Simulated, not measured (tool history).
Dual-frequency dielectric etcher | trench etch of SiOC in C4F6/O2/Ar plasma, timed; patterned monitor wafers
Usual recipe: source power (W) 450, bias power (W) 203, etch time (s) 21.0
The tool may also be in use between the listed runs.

| run | day | source power (W) | bias power (W) | etch time (s) | read-back reference wafer on the same gauge, depth_nm | mean etch depth across the wafer (nm) |
|---|---|---|---|---|---|---|
| 1 | 0.000 | 450 | 203 | 21.0 | 46.79 | 47.71 |
| 2 | 4.329 | 450 | 203 | 21.0 | 46.79 | 47.02 |
| 3 | 6.729 | 450 | 203 | 21.0 | 46.81 | 46.95 |
| 4 | 9.288 | 450 | 203 | 21.0 | 46.76 | 47.26 |
| 5 | 13.029 | 450 | 203 | 21.0 | 46.80 | 46.63 |
| 6 | 15.092 | 450 | 203 | 16.5 | 46.86 | 36.70 |
|  | 18.296 | wet clean of the chamber |
| 7 | 19.096 | 450 | 203 | 21.0 | 46.84 | 47.45 |
|  | 22.838 | gauge calibrated |
| 8 | 23.012 | 450 | 203 | 21.0 | 46.82 | 47.30 |
| 9 | 25.479 | 450 | 203 | 21.0 | 46.80 | 47.08 |
| 10 | 29.688 | 500 | 203 | 21.0 | 46.81 | 48.40 |
| 11 | 33.950 | 500 | 203 | 21.0 | 46.74 | 48.37 |
| 12 | 36.071 | 500 | 203 | 21.0 | 46.83 | 47.95 |
|  | 39.950 | upper electrode replaced |
|  | 40.762 | wet clean of the chamber |
| 13 | 40.783 | 500 | 185 | 17.0 | 46.83 | 38.95 |
| 14 | 42.096 | 370 | 203 | 19.0 | 46.82 | 40.27 |
| 15 | 43.829 | 360 | 155 | 24.5 | 46.82 | 47.98 |
|  | 46.375 | bias power generator calibrated |
| 16 | 47.950 | 450 | 158 | 21.0 | 46.80 | 44.19 |
| 17 | 51.458 | 450 | 203 | 21.0 | 46.79 | 47.08 |
|  | 53.650 | source power generator calibrated |
| 18 | 54.629 | 450 | 203 | 21.0 | 46.81 | 46.47 |
| 19 | 57.292 | 450 | 203 | 16.5 | 46.85 | 36.61 |

Run 20, settings as shown, results not yet in. Your forecast:
| 20 | 61.562 | 450 | 203 | 17.5 | ? | ? |

Run 20 measured read-back reference wafer on the same gauge, depth_nm 46.84, mean etch depth across the wafer (nm) 38.33.
Minus the tool's unlogged condition, the same run would have read mean etch depth across the wafer (nm) 39.13.
